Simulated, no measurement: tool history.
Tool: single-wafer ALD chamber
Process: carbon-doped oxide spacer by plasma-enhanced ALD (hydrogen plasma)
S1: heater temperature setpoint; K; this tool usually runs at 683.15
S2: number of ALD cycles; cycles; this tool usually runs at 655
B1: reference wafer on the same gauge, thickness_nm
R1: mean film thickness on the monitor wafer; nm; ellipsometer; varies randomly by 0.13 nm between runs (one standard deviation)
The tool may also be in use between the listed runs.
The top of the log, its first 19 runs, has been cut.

| run | hour | S1 | S2 | B1 | R1 |
|---|---|---|---|---|---|
| 20 | 1066.3 | 677.15 | 592 | 39.602 | 31.601 |
| 21 | 1121.2 | 693.15 | 655 | 39.571 | 33.082 |
| 22 | 1224.7 | 679.15 | 553 | 39.604 | 29.068 |
| 23 | 1293.8 | 692.15 | 580 | 39.640 | 29.130 |
| 24 | 1357.7 | 679.15 | 655 | 39.586 | 34.391 |
| 25 | 1402.9 | 669.15 | 554 | 39.617 | 29.701 |
| 26 | 1458.9 | 696.15 | 753 | 39.595 | 37.401 |
| 27 | 1604.6 | 689.15 | 577 | 39.675 | 29.042 |
| 28 | 1667.3 | 669.15 | 703 | 39.581 | 37.801 |
| 29 | 1729.6 | 683.15 | 655 | 39.625 | 33.960 |
| 30 | 1794.7 | 674.15 | 741 | 39.675 | 39.291 |
| 31 | 1889.7 | 683.15 | 747 | 39.642 | 38.273 |
| 32 | 1946.6 | 679.15 | 534 | 39.620 | 27.798 |

Below are 5 alternative next runs, each starting from the tool's condition after run 32. Predict each:
| A | 1948.0 | 683.15 | 655 | ? | ? |
| B | 1948.0 | 689.15 | 588 | ? | ? |
| C | 1948.0 | 683.15 | 614 | ? | ? |
| D | 1948.0 | 672.15 | 526 | ? | ? |
| E | 1948.0 | 694.15 | 655 | ? | ? |

| run | B1 | R1 |
|---|---|---|
| A | 39.571 | 33.695 |
| B | 39.571 | 29.640 |
| C | 39.571 | 31.586 |
| D | 39.571 | 28.058 |
| E | 39.571 | 32.451 |
With no hidden state in the tool, these same runs would have given:
| run | R1 |
|---|---|
| A | 34.348 |
| B | 30.226 |
| C | 32.198 |
| D | 28.437 |
| E | 33.104 |
